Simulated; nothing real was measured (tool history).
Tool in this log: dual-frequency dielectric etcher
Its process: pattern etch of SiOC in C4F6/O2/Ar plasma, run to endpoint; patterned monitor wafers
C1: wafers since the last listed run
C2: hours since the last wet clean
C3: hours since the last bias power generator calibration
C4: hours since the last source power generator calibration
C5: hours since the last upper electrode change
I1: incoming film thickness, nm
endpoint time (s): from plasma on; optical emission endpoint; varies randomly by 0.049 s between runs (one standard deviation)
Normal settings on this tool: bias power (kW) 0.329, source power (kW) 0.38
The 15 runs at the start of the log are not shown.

{"run": 16, "hour": 480.6, "bias power (kW)": 0.329, "source power (kW)": 0.3, "C1": 240, "C2": 228.8, "C3": 1426.9, "C4": 1558.2, "C5": 15.9, "I1": 28.78, "endpoint time (s)": 12.1}
{"run": 17, "hour": 515.1, "bias power (kW)": 0.297, "source power (kW)": 0.46, "C1": 538, "C2": 263.3, "C3": 1461.4, "C4": 1592.7, "C5": 50.4, "I1": 28.85, "endpoint time (s)": 10}
{"hour": 522.4, "done": "source power generator calibrated"}
{"run": 18, "hour": 538.2, "bias power (kW)": 0.358, "source power (kW)": 0.46, "C1": 298, "C2": 286.4, "C3": 1484.5, "C4": 15.8, "C5": 73.5, "I1": 28.52, "endpoint time (s)": 9.4}
{"run": 19, "hour": 562.5, "bias power (kW)": 0.364, "source power (kW)": 0.29, "C1": 379, "C2": 310.7, "C3": 1508.8, "C4": 40.1, "C5": 97.8, "I1": 28.55, "endpoint time (s)": 11.7}
{"hour": 608.4, "done": "wet clean of the chamber"}
{"run": 20, "hour": 608.9, "bias power (kW)": 0.329, "source power (kW)": 0.47, "C1": 349, "C2": 0.5, "C3": 1555.2, "C4": 86.5, "C5": 144.2, "I1": 28.6, "endpoint time (s)": 9.5}
{"run": 21, "hour": 611.8, "bias power (kW)": 0.397, "source power (kW)": 0.35, "C1": 45, "C2": 3.4, "C3": 1558.1, "C4": 89.4, "C5": 147.1, "I1": 28.6, "endpoint time (s)": 10.3}
{"run": 22, "hour": 639.6, "bias power (kW)": 0.248, "source power (kW)": 0.41, "C1": 434, "C2": 31.2, "C3": 1585.9, "C4": 117.2, "C5": 174.9, "I1": 28.56, "endpoint time (s)": 11.2}
{"run": 23, "hour": 667.5, "bias power (kW)": 0.329, "source power (kW)": 0.45, "C1": 435, "C2": 59.1, "C3": 1613.8, "C4": 145.1, "C5": 202.8, "I1": 28.94, "endpoint time (s)": 9.8}
{"run": 24, "hour": 684.7, "bias power (kW)": 0.329, "source power (kW)": 0.38, "C1": 268, "C2": 76.3, "C3": 1631, "C4": 162.3, "C5": 220, "I1": 28.55, "endpoint time (s)": 10.6}
{"run": 25, "hour": 702.3, "bias power (kW)": 0.361, "source power (kW)": 0.32, "C1": 274, "C2": 93.9, "C3": 1648.6, "C4": 179.9, "C5": 237.6, "I1": 28.9, "endpoint time (s)": 11.2}
{"hour": 720.7, "done": "bias power generator calibrated"}
{"run": 26, "hour": 733.3, "bias power (kW)": 0.329, "source power (kW)": 0.45, "C1": 421, "C2": 124.9, "C3": 12.6, "C4": 210.9, "C5": 268.6, "I1": 28.88, "endpoint time (s)": 9.7}
{"run": 27, "hour": 762.4, "bias power (kW)": 0.298, "source power (kW)": 0.29, "C1": 454, "C2": 154, "C3": 41.7, "C4": 240, "C5": 297.7, "I1": 28.68, "endpoint time (s)": 12.7}
{"run": 28, "hour": 782.1, "bias power (kW)": 0.293, "source power (kW)": 0.42, "C1": 307, "C2": 173.7, "C3": 61.4, "C4": 259.7, "C5": 317.4, "I1": 28.77, "endpoint time (s)": 10.6}
{"run": 29, "hour": 795.5, "bias power (kW)": 0.329, "source power (kW)": 0.38, "C1": 209, "C2": 187.1, "C3": 74.8, "C4": 273.1, "C5": 330.8, "I1": 28.53, "endpoint time (s)": 10.6}
{"run": 30, "hour": 819.0, "bias power (kW)": 0.402, "source power (kW)": 0.43, "C1": 366, "C2": 210.6, "C3": 98.3, "C4": 296.6, "C5": 354.3, "I1": 28.8, "endpoint time (s)": 9.3}
{"run": 31, "hour": 841.5, "bias power (kW)": 0.329, "source power (kW)": 0.38, "C1": 351, "C2": 233.1, "C3": 120.8, "C4": 319.1, "C5": 376.8, "I1": 28.51, "endpoint time (s)": 10.6}
{"run": 32, "hour": 864.4, "bias power (kW)": 0.289, "source power (kW)": 0.38, "C1": 357, "C2": 256, "C3": 143.7, "C4": 342, "C5": 399.7, "I1": 28.84, "endpoint time (s)": 11.2}
{"run": 33, "hour": 891.0, "bias power (kW)": 0.364, "source power (kW)": 0.38, "C1": 415, "C2": 282.6, "C3": 170.3, "C4": 368.6, "C5": 426.3, "I1": 29.02, "endpoint time (s)": 10.3}
{"run": 34, "hour": 921.5, "bias power (kW)": 0.248, "source power (kW)": 0.41, "C1": 476, "C2": 313.1, "C3": 200.8, "C4": 399.1, "C5": 456.8, "I1": 28.69, "endpoint time (s)": 11.2}
{"hour": 948.3, "done": "wet clean of the chamber"}
{"run": 35, "hour": 948.8, "bias power (kW)": 0.329, "source power (kW)": 0.38, "C1": 51, "C2": 0.5, "C3": 228.1, "C4": 426.4, "C5": 484.1, "I1": 28.77, "endpoint time (s)": 10.7}
{"run": 36, "hour": 963.4, "bias power (kW)": 0.329, "source power (kW)": 0.38, "C1": 227, "C2": 15.1, "C3": 242.7, "C4": 441, "C5": 498.7, "I1": 28.49, "endpoint time (s)": 10.5}

Below are 3 alternative next runs, each starting from the tool's condition after run 36. Predict each:
{"run": "A", "hour": 963.8, "bias power (kW)": 0.329, "source power (kW)": 0.38, "C1": 6, "C2": 15.5, "C3": 243.1, "C4": 441.4, "C5": 499.1, "I1": 28.98, "endpoint time (s)": "?"}
{"run": "B", "hour": 963.8, "bias power (kW)": 0.404, "source power (kW)": 0.33, "C1": 6, "C2": 15.5, "C3": 243.1, "C4": 441.4, "C5": 499.1, "I1": 28.98, "endpoint time (s)": "?"}
{"run": "C", "hour": 963.8, "bias power (kW)": 0.291, "source power (kW)": 0.46, "C1": 6, "C2": 15.5, "C3": 243.1, "C4": 441.4, "C5": 499.1, "I1": 28.98, "endpoint time (s)": "?"}

run=A endpoint_time_(s)=10.7
run=B endpoint_time_(s)=10.7
run=C endpoint_time_(s)=10.1
Without the tool's hidden state the same runs would have given:
run=A endpoint_time_(s)=10.7
run=B endpoint_time_(s)=10.7
run=C endpoint_time_(s)=10.1

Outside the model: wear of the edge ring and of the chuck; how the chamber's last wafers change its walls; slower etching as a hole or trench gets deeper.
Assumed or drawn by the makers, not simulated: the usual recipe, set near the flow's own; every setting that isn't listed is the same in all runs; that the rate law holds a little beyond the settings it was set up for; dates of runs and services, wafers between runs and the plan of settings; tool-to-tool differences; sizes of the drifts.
